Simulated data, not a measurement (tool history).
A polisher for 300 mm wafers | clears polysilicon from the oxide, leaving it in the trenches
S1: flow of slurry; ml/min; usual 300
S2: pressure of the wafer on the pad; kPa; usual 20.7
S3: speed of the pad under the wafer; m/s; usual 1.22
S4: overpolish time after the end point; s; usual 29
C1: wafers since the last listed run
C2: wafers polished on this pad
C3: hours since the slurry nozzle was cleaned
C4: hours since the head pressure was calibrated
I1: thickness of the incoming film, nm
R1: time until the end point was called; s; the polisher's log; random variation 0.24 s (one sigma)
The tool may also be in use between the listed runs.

run	day	S1	S2	S3	S4	C1	C2	C3	C4	I1	R1
1	0	370	18.6	1.22	29	0	395	288.3	578.1	363.2	26
2	0.812	300	20.7	1.22	29	279	675	307.8	597.6	360.6	24.2
3	2.142	300	20.7	1.22	40	457	1133	339.7	629.5	358.7	24.8
4	2.979	300	20.7	1.22	34	288	1421	359.8	649.6	355.4	25.9
# day 3.779: worn pad replaced by a new one
5	4.062	300	20.7	1.22	29	315	98	385.8	675.6	363.1	24.3
6	4.95	300	20.7	1.06	29	305	403	407.1	696.9	360.7	27.7
7	6.129	300	23.4	1.22	29	406	809	435.4	725.2	362	22.4
8	6.788	300	23.4	1.22	29	226	1036	451.2	741	356.5	22.8
9	7.412	300	23.4	1.22	29	215	1251	466.2	756	358.4	23.1
# day 8.4: worn pad replaced by a new one
10	8.421	300	20.7	1.22	20	289	6	490.4	780.2	358.6	23.5
11	9.579	300	20.7	1.22	20	398	405	518.2	808	360.7	24.6
# day 9.938: head pressure recalibrated
12	11.2	205	23.4	0.8	19	529	935	557.1	30.3	363.2	34.1
13	12.092	300	20.7	1.22	29	307	1242	578.5	51.7	366.1	24.9
# day 12.967: worn pad replaced by a new one
14	12.988	300	20.7	1.22	44	251	6	600	73.2	363.8	23.2
15	13.579	300	22.8	1.22	17	203	210	614.2	87.4	358.5	21.2
16	14.117	395	20.7	1.22	12	185	395	627.1	100.3	364.1	23.1
# day 14.283: slurry nozzle cleaned
17	15.004	230	23.4	1.22	29	291	686	17.3	121.6	354.2	21.5
18	16.117	300	20.7	1.22	29	383	1069	44	148.3	362.1	24.7
# day 17.446: worn pad replaced by a new one
19	17.512	300	26.9	1.22	42	423	23	77.5	181.8	361.7	18.9
20	18.683	300	15.9	1.34	29	403	426	105.6	209.9	361.6	26.3
21	20.183	300	17.9	1.52	29	516	943	141.6	245.9	360	21.8
22	21.088	300	15.9	1.34	29	311	1254	163.3	267.6	364.2	28.1
23	21.75	300	22.8	0.84	29	228	1482	179.2	283.5	358.1	34.7

Forecast each of these 5 alternatives for the next run:
A	21.767	350	20.7	1.22	29	5	1487	179.6	283.9	364.6	?
B	21.767	300	24.1	1.22	29	5	1487	179.6	283.9	364.6	?
C	21.767	300	25.5	0.98	29	5	1487	179.6	283.9	364.6	?
D	21.767	300	26.9	0.82	23	5	1487	179.6	283.9	364.6	?
E	21.767	340	20.7	1.22	45	5	1487	179.6	283.9	364.6	?

run	R1
A	26.7
B	24
C	28.6
D	32.7
E	26.8
Without the tool's hidden state the same runs would have given:
run	R1
A	22.3
B	20.1
C	23.9
D	27.3
E	22.4
